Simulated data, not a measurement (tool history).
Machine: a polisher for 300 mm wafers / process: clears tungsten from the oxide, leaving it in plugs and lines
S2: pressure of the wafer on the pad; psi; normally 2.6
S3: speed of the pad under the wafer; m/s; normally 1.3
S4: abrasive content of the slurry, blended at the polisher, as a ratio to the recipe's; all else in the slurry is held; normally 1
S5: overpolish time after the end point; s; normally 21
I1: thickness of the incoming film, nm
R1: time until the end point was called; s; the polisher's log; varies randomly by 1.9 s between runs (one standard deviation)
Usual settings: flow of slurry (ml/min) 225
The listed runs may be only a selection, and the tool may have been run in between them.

run 1 hour=0 | flow_of_slurry_(ml/min)=225 S2=1.9 S3=1.3 S4=1 S5=13 | I1=531.1 | R1=172.5
run 2 hour=30 | flow_of_slurry_(ml/min)=225 S2=1.9 S3=1.3 S4=1 S5=13 | I1=534 | R1=178.6
-- hour=47.3 slurry blender recalibrated
-- hour=59.4 worn pad replaced by a new one
run 3 hour=59.9 | flow_of_slurry_(ml/min)=225 S2=2.6 S3=1.3 S4=1 S5=21 | I1=525.7 | R1=114.3
run 4 hour=90.7 | flow_of_slurry_(ml/min)=165 S2=2.6 S3=1.3 S4=1 S5=16 | I1=525 | R1=126.8
-- hour=97.4 slurry tank refilled with fresh slurry and peroxide
run 5 hour=116.6 | flow_of_slurry_(ml/min)=225 S2=2.6 S3=1.3 S4=1 S5=21 | I1=533 | R1=124.5
run 6 hour=140.5 | flow_of_slurry_(ml/min)=225 S2=2.6 S3=1.3 S4=1 S5=21 | I1=533.1 | R1=127.7
run 7 hour=153.4 | flow_of_slurry_(ml/min)=225 S2=2.6 S3=1.3 S4=1 S5=21 | I1=529.6 | R1=124.7
run 8 hour=179.9 | flow_of_slurry_(ml/min)=225 S2=2.6 S3=1.3 S4=1 S5=21 | I1=519.1 | R1=125.9
run 9 hour=201.5 | flow_of_slurry_(ml/min)=260 S2=2.6 S3=1.46 S4=1 S5=21 | I1=539.9 | R1=117.8
run 10 hour=234.7 | flow_of_slurry_(ml/min)=225 S2=2.6 S3=1.3 S4=1 S5=21 | I1=521.1 | R1=129.4
-- hour=244.6 worn pad replaced by a new one
-- hour=255.2 slurry nozzle cleaned
-- hour=273.3 slurry tank refilled with fresh slurry and peroxide
run 11 hour=301.3 | flow_of_slurry_(ml/min)=265 S2=2.6 S3=1.3 S4=1 S5=21 | I1=537.1 | R1=120.7
run 12 hour=322.1 | flow_of_slurry_(ml/min)=200 S2=2 S3=1.3 S4=0.8 S5=21 | I1=519.5 | R1=174
run 13 hour=345.2 | flow_of_slurry_(ml/min)=225 S2=2.6 S3=1.06 S4=1.25 S5=21 | I1=526.3 | R1=136.7
run 14 hour=371.6 | flow_of_slurry_(ml/min)=225 S2=2.6 S3=1.64 S4=1 S5=21 | I1=529.4 | R1=101.9
-- hour=402.2 worn pad replaced by a new one
run 15 hour=404.9 | flow_of_slurry_(ml/min)=225 S2=3.3 S3=1.18 S4=1 S5=33 | I1=531.4 | R1=100.7
run 16 hour=424.4 | flow_of_slurry_(ml/min)=275 S2=2.6 S3=1.3 S4=1 S5=26 | I1=527.1 | R1=115.7
-- hour=434 slurry tank refilled with fresh slurry and peroxide
run 17 hour=437.5 | flow_of_slurry_(ml/min)=225 S2=2.6 S3=1.3 S4=1 S5=21 | I1=530.7 | R1=122.1
run 18 hour=470.9 | flow_of_slurry_(ml/min)=225 S2=1.9 S3=1.64 S4=1 S5=25 | I1=523.2 | R1=131.3
run 19 hour=500.7 | flow_of_slurry_(ml/min)=225 S2=3.5 S3=1.52 S4=1 S5=21 | I1=533.7 | R1=80.4
-- hour=503 slurry blender recalibrated
-- hour=503.5 head pressure recalibrated
run 20 hour=526.8 | flow_of_slurry_(ml/min)=225 S2=2.6 S3=1.3 S4=1 S5=21 | I1=536.7 | R1=131.1
run 21 hour=550.7 | flow_of_slurry_(ml/min)=190 S2=2.1 S3=1.3 S4=1 S5=25 | I1=532.9 | R1=168.1
-- hour=576.9 worn pad replaced by a new one
-- hour=579.6 slurry nozzle cleaned
run 22 hour=583.3 | flow_of_slurry_(ml/min)=225 S2=2.6 S3=1.3 S4=1 S5=21 | I1=531.9 | R1=119.8
-- hour=607.8 slurry tank refilled with fresh slurry and peroxide
run 23 hour=674.8 | flow_of_slurry_(ml/min)=225 S2=2.6 S3=1.3 S4=1.25 S5=21 | I1=523.6 | R1=115.5
run 24 hour=692.7 | flow_of_slurry_(ml/min)=185 S2=2.6 S3=1.3 S4=1.25 S5=17 | I1=528.9 | R1=120.1
run 25 hour=719.6 | flow_of_slurry_(ml/min)=265 S2=2.6 S3=1.72 S4=1 S5=21 | I1=526.1 | R1=96

Consider 5 possible next runs. They are alternatives, not a sequence: every one starts from the tool as it was left by run 25. What does each give?
run A hour=720.1 | flow_of_slurry_(ml/min)=225 S2=2.6 S3=1.58 S4=1 S5=21 | I1=533.9 | R1=?
run B hour=720.1 | flow_of_slurry_(ml/min)=225 S2=2.6 S3=1.76 S4=0.9 S5=12 | I1=533.9 | R1=?
run C hour=720.1 | flow_of_slurry_(ml/min)=200 S2=2.6 S3=1 S4=1 S5=21 | I1=533.9 | R1=?
run D hour=720.1 | flow_of_slurry_(ml/min)=225 S2=2.6 S3=1.58 S4=0.75 S5=21 | I1=533.9 | R1=?
run E hour=720.1 | flow_of_slurry_(ml/min)=225 S2=2.6 S3=1.3 S4=0.8 S5=21 | I1=533.9 | R1=?

run=A R1=107.4
run=B R1=101.1
run=C R1=168.2
run=D R1=121.5
run=E R1=141.9
Had the tool no hidden state, the same runs would have come out as:
run=A R1=96.2
run=B R1=90.5
run=C R1=150.6
run=D R1=108.8
run=E R1=127.1

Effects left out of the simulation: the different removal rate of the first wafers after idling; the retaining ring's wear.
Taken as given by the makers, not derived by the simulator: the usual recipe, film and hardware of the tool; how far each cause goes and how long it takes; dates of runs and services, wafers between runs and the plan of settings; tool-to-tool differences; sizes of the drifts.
